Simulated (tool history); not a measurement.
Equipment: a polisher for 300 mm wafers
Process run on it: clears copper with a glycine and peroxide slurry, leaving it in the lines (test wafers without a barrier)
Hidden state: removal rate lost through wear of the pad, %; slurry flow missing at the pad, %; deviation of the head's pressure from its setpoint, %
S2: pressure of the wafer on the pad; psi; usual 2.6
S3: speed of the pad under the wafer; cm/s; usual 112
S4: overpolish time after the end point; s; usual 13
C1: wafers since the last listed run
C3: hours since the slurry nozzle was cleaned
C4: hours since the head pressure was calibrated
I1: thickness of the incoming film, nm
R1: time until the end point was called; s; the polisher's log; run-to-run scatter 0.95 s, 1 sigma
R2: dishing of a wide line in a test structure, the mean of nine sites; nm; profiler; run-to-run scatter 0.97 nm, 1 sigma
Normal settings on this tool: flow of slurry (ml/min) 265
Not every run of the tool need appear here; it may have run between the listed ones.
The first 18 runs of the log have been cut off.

{"run": 19, "hour": 851.0, "flow of slurry (ml/min)": 265, "S2": 2.1, "S3": 112, "S4": 19, "C1": 426, "wafers polished on this pad": 1294, "C3": 365.4, "C4": 239.4, "I1": 640.5, "R1": 121.3, "R2": 61}
{"run": 20, "hour": 919.7, "flow of slurry (ml/min)": 265, "S2": 2.1, "S3": 112, "S4": 19, "C1": 542, "wafers polished on this pad": 1836, "C3": 434.1, "C4": 308.1, "I1": 632.5, "R1": 119.4, "R2": 62.2}
{"hour": 967.2, "done": "head pressure recalibrated"}
{"run": 21, "hour": 990.5, "flow of slurry (ml/min)": 175, "S2": 2.6, "S3": 148, "S4": 8, "C1": 543, "wafers polished on this pad": 2380, "C3": 504.9, "C4": 23.3, "I1": 625.6, "R1": 86.5, "R2": 39.5}
{"hour": 1021.9, "done": "worn pad replaced by a new one"}
{"run": 22, "hour": 1029.1, "flow of slurry (ml/min)": 265, "S2": 2.6, "S3": 112, "S4": 13, "C1": 273, "wafers polished on this pad": 56, "C3": 543.5, "C4": 61.9, "I1": 643.3, "R1": 106.5, "R2": 51.9}
{"hour": 1057.7, "done": "slurry nozzle cleaned"}
{"run": 23, "hour": 1071.5, "flow of slurry (ml/min)": 265, "S2": 2.8, "S3": 112, "S4": 13, "C1": 327, "wafers polished on this pad": 383, "C3": 13.8, "C4": 104.3, "I1": 627, "R1": 93.6, "R2": 55.4}
{"run": 24, "hour": 1134.6, "flow of slurry (ml/min)": 225, "S2": 3.2, "S3": 112, "S4": 6, "C1": 498, "wafers polished on this pad": 882, "C3": 76.9, "C4": 167.4, "I1": 627.4, "R1": 86.6, "R2": 32}
{"run": 25, "hour": 1194.8, "flow of slurry (ml/min)": 265, "S2": 2.6, "S3": 112, "S4": 16, "C1": 475, "wafers polished on this pad": 1357, "C3": 137.1, "C4": 227.6, "I1": 640.3, "R1": 102.6, "R2": 64.3}
{"run": 26, "hour": 1240.5, "flow of slurry (ml/min)": 335, "S2": 3.4, "S3": 74, "S4": 13, "C1": 360, "wafers polished on this pad": 1718, "C3": 182.8, "C4": 273.3, "I1": 639.4, "R1": 113.1, "R2": 50.6}
{"run": 27, "hour": 1285.2, "flow of slurry (ml/min)": 265, "S2": 2.6, "S3": 100, "S4": 13, "C1": 353, "wafers polished on this pad": 2071, "C3": 227.5, "C4": 318, "I1": 639.6, "R1": 112.3, "R2": 48.3}
{"run": 28, "hour": 1332.2, "flow of slurry (ml/min)": 265, "S2": 2.6, "S3": 112, "S4": 10, "C1": 371, "wafers polished on this pad": 2443, "C3": 274.5, "C4": 365, "I1": 632.7, "R1": 100.5, "R2": 44.3}
{"hour": 1336.4, "done": "head pressure recalibrated"}
{"hour": 1349.0, "done": "worn pad replaced by a new one"}
{"run": 29, "hour": 1370.2, "flow of slurry (ml/min)": 265, "S2": 1.9, "S3": 112, "S4": 13, "C1": 252, "wafers polished on this pad": 167, "C3": 312.5, "C4": 33.8, "I1": 635.9, "R1": 131.4, "R2": 44}
{"run": 30, "hour": 1411.1, "flow of slurry (ml/min)": 265, "S2": 2.9, "S3": 112, "S4": 13, "C1": 323, "wafers polished on this pad": 490, "C3": 353.4, "C4": 74.7, "I1": 634.6, "R1": 93, "R2": 58.3}
{"run": 31, "hour": 1474.4, "flow of slurry (ml/min)": 265, "S2": 1.9, "S3": 112, "S4": 16, "C1": 500, "wafers polished on this pad": 990, "C3": 416.7, "C4": 138, "I1": 639.8, "R1": 134.1, "R2": 49.9}
{"run": 32, "hour": 1542.8, "flow of slurry (ml/min)": 265, "S2": 2.1, "S3": 112, "S4": 5, "C1": 540, "wafers polished on this pad": 1530, "C3": 485.1, "C4": 206.4, "I1": 623.4, "R1": 119.9, "R2": 20.1}
{"run": 33, "hour": 1573.5, "flow of slurry (ml/min)": 265, "S2": 2.6, "S3": 86, "S4": 13, "C1": 242, "wafers polished on this pad": 1773, "C3": 515.8, "C4": 237.1, "I1": 630, "R1": 128.6, "R2": 43.8}

3 ways to go on from here, each from the tool as it stands after run 33. What would each give?
{"run": "A", "hour": 1574.0, "flow of slurry (ml/min)": 265, "S2": 2.6, "S3": 126, "S4": 13, "C1": 3, "wafers polished on this pad": 1777, "C3": 516.3, "C4": 237.6, "I1": 631, "R1": "?", "R2": "?"}
{"run": "B", "hour": 1574.0, "flow of slurry (ml/min)": 305, "S2": 1.9, "S3": 112, "S4": 17, "C1": 3, "wafers polished on this pad": 1777, "C3": 516.3, "C4": 237.6, "I1": 631, "R1": "?", "R2": "?"}
{"run": "C", "hour": 1574.0, "flow of slurry (ml/min)": 265, "S2": 2.6, "S3": 112, "S4": 19, "C1": 3, "wafers polished on this pad": 1777, "C3": 516.3, "C4": 237.6, "I1": 631, "R1": "?", "R2": "?"}

run=A R1=93.7 R2=57.6
run=B R1=130.5 R2=53.7
run=C R1=103.4 R2=71.5
The same runs, with their run-to-run variation unchanged, on a tool lacking any hidden condition would have given:
run=A R1=89.5 R2=59.7
run=B R1=125.4 R2=55.4
run=C R1=98.8 R2=74
